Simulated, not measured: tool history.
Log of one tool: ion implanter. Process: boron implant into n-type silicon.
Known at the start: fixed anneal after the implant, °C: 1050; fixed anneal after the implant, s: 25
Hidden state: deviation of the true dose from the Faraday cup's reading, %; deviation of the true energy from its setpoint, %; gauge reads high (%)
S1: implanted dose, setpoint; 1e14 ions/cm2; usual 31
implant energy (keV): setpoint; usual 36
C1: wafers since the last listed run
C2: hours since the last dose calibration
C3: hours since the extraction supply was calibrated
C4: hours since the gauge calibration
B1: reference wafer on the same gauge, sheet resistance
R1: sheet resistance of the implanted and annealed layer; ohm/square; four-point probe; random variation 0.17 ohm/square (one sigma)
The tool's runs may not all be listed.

Run 1, hour 0: usual settings but implant energy (keV) 32; C1 0; C2 299.6; C3 3664.8; C4 434.7; B1 42.21. Result: R1 45.2 ohm/square.
Run 2, hour 67.4: usual settings; C1 1861; C2 367; C3 3732.2; C4 502.1; B1 42.22. Result: R1 43.95 ohm/square.
Run 3, hour 163: usual settings; C1 2640; C2 462.6; C3 3827.8; C4 597.7; B1 42.21. Result: R1 44 ohm/square.
Run 4, hour 200.2: usual settings; C1 1027; C2 499.8; C3 3865; C4 634.9; B1 42.23. Result: R1 43.49 ohm/square.
Run 5, hour 295.7: usual settings; C1 2637; C2 595.3; C3 3960.5; C4 730.4; B1 42.15. Result: R1 44.05 ohm/square.
At hour 349.6: Faraday cup replaced and dose calibrated.
Run 6, hour 379.5: usual settings; C1 2093; C2 29.9; C3 4044.3; C4 814.2; B1 42.17. Result: R1 45.08 ohm/square.
Run 7, hour 459.6: usual settings; C1 2212; C2 110; C3 4124.4; C4 894.3; B1 42.26. Result: R1 44.45 ohm/square.
Run 8, hour 513.6: usual settings; C1 1491; C2 164; C3 4178.4; C4 948.3; B1 42.18. Result: R1 44.65 ohm/square.
At hour 546.7: extraction supply calibrated.
Run 9, hour 580.6: usual settings but S1 36.26 1e14 ions/cm2; C1 1629; C2 231; C3 33.9; C4 1015.3; B1 42.2. Result: R1 40.85 ohm/square.

The next listed run, before its measurement:
At hour 624.8: gauge calibrated.
Run 10, hour 632.4: usual settings but implant energy (keV) 26; C1 1430; C2 282.8; C3 85.7; C4 7.6; B1 ?. Result: R1 ?.

{"run 10": {"B1": 42.22, "R1": 48.18}}
Without the tool's hidden state the same run would have given R1 49.13 ohm/square.

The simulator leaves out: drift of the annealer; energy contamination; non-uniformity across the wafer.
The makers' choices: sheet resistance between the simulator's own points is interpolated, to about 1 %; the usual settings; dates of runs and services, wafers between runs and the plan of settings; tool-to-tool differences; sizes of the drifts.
